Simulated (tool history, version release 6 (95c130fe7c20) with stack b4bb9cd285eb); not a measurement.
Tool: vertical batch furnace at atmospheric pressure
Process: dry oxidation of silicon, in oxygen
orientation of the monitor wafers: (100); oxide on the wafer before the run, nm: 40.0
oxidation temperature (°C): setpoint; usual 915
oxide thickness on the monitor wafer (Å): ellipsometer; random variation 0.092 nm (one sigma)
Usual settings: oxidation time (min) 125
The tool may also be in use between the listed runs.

| run | hour | oxidation temperature (°C) | oxidation time (min) | wafers since the last listed run | hours since the last temperature calibration | hours since the boat lift was adjusted | hours since the gauge calibration | read-back reference wafer on the same gauge, thickness | oxide thickness on the monitor wafer (Å) |
|---|---|---|---|---|---|---|---|---|---|
| 1 | 0 | 915 | 125 | 0 | 1585.6 | 3558.6 | 232.4 | 55.42 | 610.7 |
| 2 | 52.4 | 915 | 125 | 390 | 1638 | 3611 | 284.8 | 55.42 | 608.5 |
| 3 | 100.2 | 915 | 125 | 356 | 1685.8 | 3658.8 | 332.6 | 55.38 | 608.2 |
| 4 | 184.9 | 915 | 125 | 631 | 1770.5 | 3743.5 | 417.3 | 55.4 | 608.4 |
| 5 | 282.5 | 915 | 174.5 | 727 | 1868.1 | 3841.1 | 514.9 | 55.38 | 687.5 |
| 6 | 352.2 | 915 | 174.5 | 519 | 1937.8 | 3910.8 | 584.6 | 55.41 | 688.6 |
| 7 | 409 | 915 | 125 | 423 | 1994.6 | 3967.6 | 641.4 | 55.36 | 607.9 |
|  | 442.6 | gauge calibrated |
| 8 | 482.9 | 915 | 125 | 550 | 2068.5 | 4041.5 | 40.3 | 55.42 | 612 |
|  | 556.6 | boat lift adjusted |
| 9 | 557.1 | 915 | 125 | 374 | 2142.7 | 0.5 | 114.5 | 55.39 | 628.3 |
| 10 | 619.1 | 902 | 147 | 462 | 2204.7 | 62.5 | 176.5 | 55.39 | 619.8 |
|  | 701.1 | thermocouples replaced and temperature profile calibrated |
| 11 | 718.4 | 908 | 97 | 561 | 17.3 | 161.8 | 275.8 | 55.39 | 547.8 |
| 12 | 793.3 | 899 | 164 | 558 | 92.2 | 236.7 | 350.7 | 55.44 | 619.3 |
| 13 | 893.1 | 939 | 66 | 743 | 192 | 336.5 | 450.5 | 55.39 | 563.1 |
| 14 | 966.8 | 906 | 105.5 | 549 | 265.7 | 410.2 | 524.2 | 55.41 | 558.1 |
| 15 | 1007.3 | 915 | 125 | 301 | 306.2 | 450.7 | 564.7 | 55.38 | 615.4 |
| 16 | 1049.7 | 937 | 125 | 315 | 348.6 | 493.1 | 607.1 | 55.41 | 695.1 |
| 17 | 1103.1 | 930 | 125 | 397 | 402 | 546.5 | 660.5 | 55.39 | 667.9 |
| 18 | 1159.8 | 915 | 125 | 422 | 458.7 | 603.2 | 717.2 | 55.4 | 612.9 |
| 19 | 1218.7 | 915 | 125 | 438 | 517.6 | 662.1 | 776.1 | 55.39 | 613 |

4 ways to go on from here, each from the tool as it stands after run 19. What would each give?
| A | 1225.2 | 915 | 125 | 48 | 524.1 | 668.6 | 782.6 | ? | ? |
| B | 1225.2 | 897 | 180.5 | 48 | 524.1 | 668.6 | 782.6 | ? | ? |
| C | 1225.2 | 938 | 168 | 48 | 524.1 | 668.6 | 782.6 | ? | ? |
| D | 1225.2 | 897 | 168.5 | 48 | 524.1 | 668.6 | 782.6 | ? | ? |

| run | read-back reference wafer on the same gauge, thickness | oxide thickness on the monitor wafer (Å) |
|---|---|---|
| A | 55.41 | 616.6 |
| B | 55.41 | 634.5 |
| C | 55.41 | 798.5 |
| D | 55.41 | 619.5 |
Without the tool's hidden state the same runs would have given:
| run | oxide thickness on the monitor wafer (Å) |
|---|---|
| A | 616.2 |
| B | 634.1 |
| C | 797.9 |
| D | 619.2 |
